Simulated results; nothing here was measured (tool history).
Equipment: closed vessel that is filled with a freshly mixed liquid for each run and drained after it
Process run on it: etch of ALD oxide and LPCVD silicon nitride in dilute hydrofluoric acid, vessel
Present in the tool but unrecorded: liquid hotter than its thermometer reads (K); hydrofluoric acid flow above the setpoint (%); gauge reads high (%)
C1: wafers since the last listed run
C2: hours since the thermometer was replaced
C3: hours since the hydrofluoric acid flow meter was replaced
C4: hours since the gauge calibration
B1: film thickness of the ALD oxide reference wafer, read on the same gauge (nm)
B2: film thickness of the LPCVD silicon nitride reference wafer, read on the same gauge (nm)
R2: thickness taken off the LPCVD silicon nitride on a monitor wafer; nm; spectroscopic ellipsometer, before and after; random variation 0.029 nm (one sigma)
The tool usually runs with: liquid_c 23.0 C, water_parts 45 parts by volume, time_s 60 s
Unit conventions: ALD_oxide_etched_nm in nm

run 1 hour=0.0 | liquid_c=23.0 water_parts=45 time_s=60 | C1=0 C2=1179.3 C3=587.6 C4=117.1 | B1=139.99 B2=130.010 | ALD_oxide_etched_nm=31.42 R2=0.684
run 2 hour=16.1 | liquid_c=23.0 water_parts=45 time_s=60 | C1=1515 C2=1195.4 C3=603.7 C4=133.2 | B1=140.05 B2=129.982 | ALD_oxide_etched_nm=31.50 R2=0.755
run 3 hour=28.9 | liquid_c=23.0 water_parts=45 time_s=60 | C1=1204 C2=1208.2 C3=616.5 C4=146.0 | B1=139.98 B2=130.009 | ALD_oxide_etched_nm=31.54 R2=0.712
run 4 hour=40.1 | liquid_c=23.0 water_parts=45 time_s=60 | C1=1053 C2=1219.4 C3=627.7 C4=157.2 | B1=139.99 B2=129.987 | ALD_oxide_etched_nm=31.49 R2=0.709
run 5 hour=54.8 | liquid_c=23.0 water_parts=45 time_s=60 | C1=1383 C2=1234.1 C3=642.4 C4=171.9 | B1=139.98 B2=130.010 | ALD_oxide_etched_nm=31.44 R2=0.690
run 6 hour=62.2 | liquid_c=23.0 water_parts=45 time_s=60 | C1=696 C2=1241.5 C3=649.8 C4=179.3 | B1=140.04 B2=129.954 | ALD_oxide_etched_nm=31.71 R2=0.768
run 7 hour=75.8 | liquid_c=23.0 water_parts=45 time_s=60 | C1=1279 C2=1255.1 C3=663.4 C4=192.9 | B1=140.00 B2=129.986 | ALD_oxide_etched_nm=31.65 R2=0.730
run 8 hour=82.1 | liquid_c=23.0 water_parts=45 time_s=60 | C1=592 C2=1261.4 C3=669.7 C4=199.2 | B1=139.98 B2=130.018 | ALD_oxide_etched_nm=31.82 R2=0.727
run 9 hour=88.5 | liquid_c=23.0 water_parts=45 time_s=60 | C1=602 C2=1267.8 C3=676.1 C4=205.6 | B1=139.99 B2=130.006 | ALD_oxide_etched_nm=31.86 R2=0.758
run 10 hour=103.3 | liquid_c=25.0 water_parts=60 time_s=60 | C1=1392 C2=1282.6 C3=690.9 C4=220.4 | B1=140.04 B2=129.983 | ALD_oxide_etched_nm=25.31 R2=0.608
-- hour=114.2 gauge calibrated
run 11 hour=118.4 | liquid_c=18.0 water_parts=55 time_s=35 | C1=1420 C2=1297.7 C3=706.0 C4=4.2 | B1=140.01 B2=129.990 | ALD_oxide_etched_nm=12.23 R2=0.255
run 12 hour=130.6 | liquid_c=24.5 water_parts=50 time_s=35 | C1=1148 C2=1309.9 C3=718.2 C4=16.4 | B1=140.01 B2=130.014 | ALD_oxide_etched_nm=17.66 R2=0.417
-- hour=135.3 hydrofluoric acid flow meter replaced
run 13 hour=145.5 | liquid_c=21.0 water_parts=35 time_s=40 | C1=1308 C2=1324.8 C3=10.2 C4=31.3 | B1=139.98 B2=129.994 | ALD_oxide_etched_nm=24.50 R2=0.535
run 14 hour=159.5 | liquid_c=23.0 water_parts=45 time_s=60 | C1=1317 C2=1338.8 C3=24.2 C4=45.3 | B1=139.99 B2=130.020 | ALD_oxide_etched_nm=30.77 R2=0.685
run 15 hour=172.4 | liquid_c=23.0 water_parts=45 time_s=60 | C1=1213 C2=1351.7 C3=37.1 C4=58.2 | B1=140.02 B2=130.011 | ALD_oxide_etched_nm=30.77 R2=0.674
-- hour=180.9 thermometer replaced
run 16 hour=183.0 | liquid_c=26.5 water_parts=50 time_s=90 | C1=903 C2=2.1 C3=47.7 C4=68.8 | B1=140.01 B2=129.981 | ALD_oxide_etched_nm=43.79 R2=1.120
run 17 hour=189.2 | liquid_c=25.5 water_parts=55 time_s=30 | C1=583 C2=8.3 C3=53.9 C4=75.0 | B1=140.01 B2=129.995 | ALD_oxide_etched_nm=12.71 R2=0.267

Estimate the outcome of run 18 from the log above:
run 18 hour=199.2 | liquid_c=21.5 water_parts=60 time_s=75 | C1=941 C2=18.3 C3=63.9 C4=85.0 | B1=? B2=? | ALD_oxide_etched_nm=? R2=?

{"run 18": {"B1": 139.98, "B2": 130.006, "ALD_oxide_etched_nm": 24.59, "R2": 0.519}}
With no hidden state in the tool, this same run would have given ALD_oxide_etched_nm 24.27 nm, R2 0.511 nm.

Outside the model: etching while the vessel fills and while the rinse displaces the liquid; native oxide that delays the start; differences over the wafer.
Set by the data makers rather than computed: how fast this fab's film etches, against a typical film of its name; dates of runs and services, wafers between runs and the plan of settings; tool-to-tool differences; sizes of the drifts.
